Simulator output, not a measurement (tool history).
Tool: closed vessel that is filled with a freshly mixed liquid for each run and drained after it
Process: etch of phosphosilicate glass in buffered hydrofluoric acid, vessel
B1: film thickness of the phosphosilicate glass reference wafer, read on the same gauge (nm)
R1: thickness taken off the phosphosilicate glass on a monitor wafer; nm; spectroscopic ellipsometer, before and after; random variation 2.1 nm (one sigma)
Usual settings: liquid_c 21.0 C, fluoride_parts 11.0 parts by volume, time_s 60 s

{"run": 1, "day": 0.0, "liquid_c": 21.0, "fluoride_parts": 11.0, "time_s": 80, "B1": 30.01, "R1": 346.23}
{"run": 2, "day": 2.883, "liquid_c": 21.0, "fluoride_parts": 11.0, "time_s": 80, "B1": 30.02, "R1": 355.39}
{"run": 3, "day": 4.583, "liquid_c": 21.0, "fluoride_parts": 11.0, "time_s": 80, "B1": 29.97, "R1": 342.78}
{"run": 4, "day": 7.112, "liquid_c": 21.0, "fluoride_parts": 11.0, "time_s": 60, "B1": 30.01, "R1": 261.94}
{"run": 5, "day": 8.65, "liquid_c": 21.0, "fluoride_parts": 11.0, "time_s": 60, "B1": 30.02, "R1": 257.9}
{"day": 9.933, "done": "hydrofluoric acid flow meter replaced"}
{"run": 6, "day": 10.775, "liquid_c": 21.0, "fluoride_parts": 11.0, "time_s": 60, "B1": 29.99, "R1": 239.76}
{"run": 7, "day": 12.638, "liquid_c": 21.0, "fluoride_parts": 11.0, "time_s": 60, "B1": 30.0, "R1": 236.72}
{"day": 14.458, "done": "thermometer replaced"}
{"run": 8, "day": 14.833, "liquid_c": 21.0, "fluoride_parts": 11.0, "time_s": 60, "B1": 29.99, "R1": 239.08}
{"run": 9, "day": 17.088, "liquid_c": 21.0, "fluoride_parts": 11.0, "time_s": 80, "B1": 29.99, "R1": 316.91}
{"run": 10, "day": 19.162, "liquid_c": 21.0, "fluoride_parts": 11.0, "time_s": 60, "B1": 29.99, "R1": 243.62}
{"day": 21.662, "done": "gauge calibrated"}
{"run": 11, "day": 21.929, "liquid_c": 25.5, "fluoride_parts": 11.0, "time_s": 60, "B1": 29.99, "R1": 312.01}
{"run": 12, "day": 23.975, "liquid_c": 18.5, "fluoride_parts": 12.5, "time_s": 45, "B1": 30.02, "R1": 140.38}
{"run": 13, "day": 26.517, "liquid_c": 21.0, "fluoride_parts": 13.5, "time_s": 60, "B1": 30.0, "R1": 202.08}
{"run": 14, "day": 28.758, "liquid_c": 23.5, "fluoride_parts": 11.0, "time_s": 60, "B1": 30.0, "R1": 283.27}
{"run": 15, "day": 30.454, "liquid_c": 21.0, "fluoride_parts": 7.0, "time_s": 60, "B1": 29.98, "R1": 378.18}

Measured less the same run without the tool's hidden state. The same run-to-run variation is in both; the gauge's scatter may not be:
The hidden state here: liquid colder than its thermometer reads (K); hydrofluoric acid flow above the setpoint (%); gauge reads high (%).
run=1 R1=+34.12
run=2 R1=+36.13
run=3 R1=+35.47
run=4 R1=+27.80
run=5 R1=+27.77
run=6 R1=+3.81
run=7 R1=+4.62
run=8 R1=+5.70
run=9 R1=+8.97
run=10 R1=+7.86
run=11 R1=+11.72
run=12 R1=+5.84
run=13 R1=+9.40
run=14 R1=+14.26
run=15 R1=+18.09
